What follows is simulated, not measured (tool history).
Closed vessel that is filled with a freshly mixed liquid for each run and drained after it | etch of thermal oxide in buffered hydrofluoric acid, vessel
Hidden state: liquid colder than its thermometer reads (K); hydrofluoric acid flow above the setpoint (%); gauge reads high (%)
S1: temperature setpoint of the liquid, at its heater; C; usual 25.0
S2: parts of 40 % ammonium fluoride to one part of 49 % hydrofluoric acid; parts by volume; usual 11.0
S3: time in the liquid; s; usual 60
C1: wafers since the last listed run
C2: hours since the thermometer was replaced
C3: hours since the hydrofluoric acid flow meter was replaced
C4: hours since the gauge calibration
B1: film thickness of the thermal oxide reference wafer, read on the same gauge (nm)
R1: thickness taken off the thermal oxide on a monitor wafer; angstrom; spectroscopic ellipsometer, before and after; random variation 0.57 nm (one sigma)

run	hour	S1	S2	S3	C1	C2	C3	C4	B1	R1
1	0.0	25.0	11.0	60	0	1623.7	1328.9	1943.3	30.02	731.8
# hour 10.6: hydrofluoric acid flow meter replaced
2	35.6	25.0	11.0	60	3268	1659.3	25.0	1978.9	30.02	694.8
3	64.2	25.0	11.0	60	2701	1687.9	53.6	2007.5	29.97	699.8
# hour 91.9: thermometer replaced
4	92.3	25.0	11.0	60	2559	0.4	81.7	2035.6	29.94	701.8
5	129.8	25.0	11.0	50	3542	37.9	119.2	2073.1	29.97	582.1
6	170.3	27.5	11.0	60	3825	78.4	159.7	2113.6	30.03	797.7
7	195.9	25.0	11.0	60	2418	104.0	185.3	2139.2	30.01	706.7
8	232.6	25.0	11.0	60	3466	140.7	222.0	2175.9	30.01	694.4
9	299.2	29.5	15.0	60	6291	207.3	288.6	2242.5	29.99	655.6
10	330.6	29.0	6.5	95	2966	238.7	320.0	2273.9	30.01	2291.0
# hour 376.5: gauge calibrated
11	386.8	30.0	13.0	60	5308	294.9	376.2	10.3	30.01	784.0
12	457.8	28.5	11.0	30	6707	365.9	447.2	81.3	30.00	426.3
13	501.4	25.0	12.5	75	4118	409.5	490.8	124.9	30.00	780.8
14	543.8	25.0	11.0	35	4005	451.9	533.2	167.3	30.03	416.9
15	579.1	29.5	7.0	75	3334	487.2	568.5	202.6	30.01	1719.4
16	631.9	25.0	11.0	60	4987	540.0	621.3	255.4	30.02	708.8
17	658.6	20.5	13.0	30	2522	566.7	648.0	282.1	30.00	233.0
18	708.0	22.0	7.0	60	4666	616.1	697.4	331.5	29.99	927.3
19	752.4	25.0	11.0	60	4194	660.5	741.8	375.9	30.03	715.2
20	818.4	29.0	7.5	60	6234	726.5	807.8	441.9	29.99	1279.5
21	889.0	25.0	11.0	60	6669	797.1	878.4	512.5	30.01	720.8
22	923.6	29.5	11.0	90	3268	831.7	913.0	547.1	30.00	1364.3
23	975.4	28.5	13.0	35	4893	883.5	964.8	598.9	30.00	432.8
24	1036.8	25.0	11.0	60	5800	944.9	1026.2	660.3	30.00	716.1
25	1074.2	21.0	8.5	45	3532	982.3	1063.6	697.7	30.00	548.0
26	1104.6	25.0	11.0	60	2871	1012.7	1094.0	728.1	30.03	731.2
27	1150.7	29.5	11.0	60	4354	1058.8	1140.1	774.2	30.03	919.3
28	1246.8	21.5	11.0	85	9078	1154.9	1236.2	870.3	29.97	845.6
# hour 1290.9: hydrofluoric acid flow meter replaced
29	1314.5	25.0	11.0	35	6300	1222.6	23.6	938.0	30.04	407.5
30	1348.7	25.0	11.0	60	3230	1256.8	57.8	972.2	30.02	706.9
31	1400.5	22.0	8.5	80	4893	1308.6	109.6	1024.0	30.03	1008.0
32	1431.4	26.5	11.0	75	2918	1339.5	140.5	1054.9	29.95	961.4

Forecast each of these 5 alternatives for the next run:
A	1432.1	25.0	11.0	60	66	1340.2	141.2	1055.6	?	?
B	1432.1	22.0	9.0	50	66	1340.2	141.2	1055.6	?	?
C	1432.1	26.5	13.0	80	66	1340.2	141.2	1055.6	?	?
D	1432.1	27.0	9.5	60	66	1340.2	141.2	1055.6	?	?
E	1432.1	23.0	14.0	50	66	1340.2	141.2	1055.6	?	?

run	B1	R1
A	29.99	700.5
B	29.99	581.6
C	29.99	860.3
D	29.99	880.2
E	29.99	413.5
Without the tool's hidden state the same runs would have given:
run	R1
A	692.1
B	573.9
C	849.9
D	873.4
E	408.4
